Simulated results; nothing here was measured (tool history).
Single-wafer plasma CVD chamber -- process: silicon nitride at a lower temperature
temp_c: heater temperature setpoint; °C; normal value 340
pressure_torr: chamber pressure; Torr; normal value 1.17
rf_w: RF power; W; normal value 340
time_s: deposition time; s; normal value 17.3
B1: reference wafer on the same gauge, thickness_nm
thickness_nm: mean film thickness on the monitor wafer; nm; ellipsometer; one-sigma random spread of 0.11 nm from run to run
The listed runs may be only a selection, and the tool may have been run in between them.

{"run": 1, "hour": 0.0, "temp_c": 340, "pressure_torr": 1.17, "rf_w": 340, "time_s": 17.3, "B1": 17.408, "thickness_nm": 20.563}
{"run": 2, "hour": 28.8, "temp_c": 340, "pressure_torr": 1.17, "rf_w": 340, "time_s": 17.3, "B1": 17.45, "thickness_nm": 20.856}
{"hour": 74.5, "done": "showerhead replaced"}
{"run": 3, "hour": 86.8, "temp_c": 340, "pressure_torr": 1.17, "rf_w": 340, "time_s": 17.3, "B1": 17.367, "thickness_nm": 20.827}
{"run": 4, "hour": 135.3, "temp_c": 340, "pressure_torr": 1.24, "rf_w": 295, "time_s": 17.3, "B1": 17.416, "thickness_nm": 18.539}
{"run": 5, "hour": 186.3, "temp_c": 340, "pressure_torr": 1.17, "rf_w": 340, "time_s": 17.3, "B1": 17.38, "thickness_nm": 20.716}
{"hour": 219.5, "done": "RF generator calibrated"}
{"run": 6, "hour": 238.9, "temp_c": 340, "pressure_torr": 1.17, "rf_w": 340, "time_s": 17.3, "B1": 17.393, "thickness_nm": 20.567}
{"run": 7, "hour": 298.9, "temp_c": 340, "pressure_torr": 1.17, "rf_w": 340, "time_s": 17.3, "B1": 17.388, "thickness_nm": 20.793}
{"run": 8, "hour": 349.3, "temp_c": 351, "pressure_torr": 1.17, "rf_w": 320, "time_s": 17.3, "B1": 17.372, "thickness_nm": 19.484}
{"run": 9, "hour": 378.3, "temp_c": 336, "pressure_torr": 1.17, "rf_w": 340, "time_s": 17.3, "B1": 17.376, "thickness_nm": 20.575}
{"run": 10, "hour": 438.4, "temp_c": 340, "pressure_torr": 1.17, "rf_w": 340, "time_s": 17.3, "B1": 17.426, "thickness_nm": 20.725}
{"run": 11, "hour": 498.0, "temp_c": 354, "pressure_torr": 0.97, "rf_w": 305, "time_s": 17.3, "B1": 17.416, "thickness_nm": 17.544}
{"run": 12, "hour": 555.6, "temp_c": 353, "pressure_torr": 1.17, "rf_w": 300, "time_s": 17.3, "B1": 17.419, "thickness_nm": 18.393}
{"hour": 555.9, "done": "gauge calibrated"}
{"hour": 571.3, "done": "capacitance manometer re-zeroed and calibrated"}
{"hour": 597.3, "done": "thermocouple changed; heater temperature recalibrated"}
{"run": 13, "hour": 723.2, "temp_c": 354, "pressure_torr": 0.97, "rf_w": 305, "time_s": 17.3, "B1": 17.387, "thickness_nm": 17.271}

Forecast run 14:
{"run": 14, "hour": 749.3, "temp_c": 330, "pressure_torr": 0.88, "rf_w": 320, "time_s": 16.0, "B1": "?", "thickness_nm": "?"}

B1: 17.433
thickness_nm: 16.350 nm
With no hidden state in the tool, this same run would have given thickness_nm 16.350 nm.
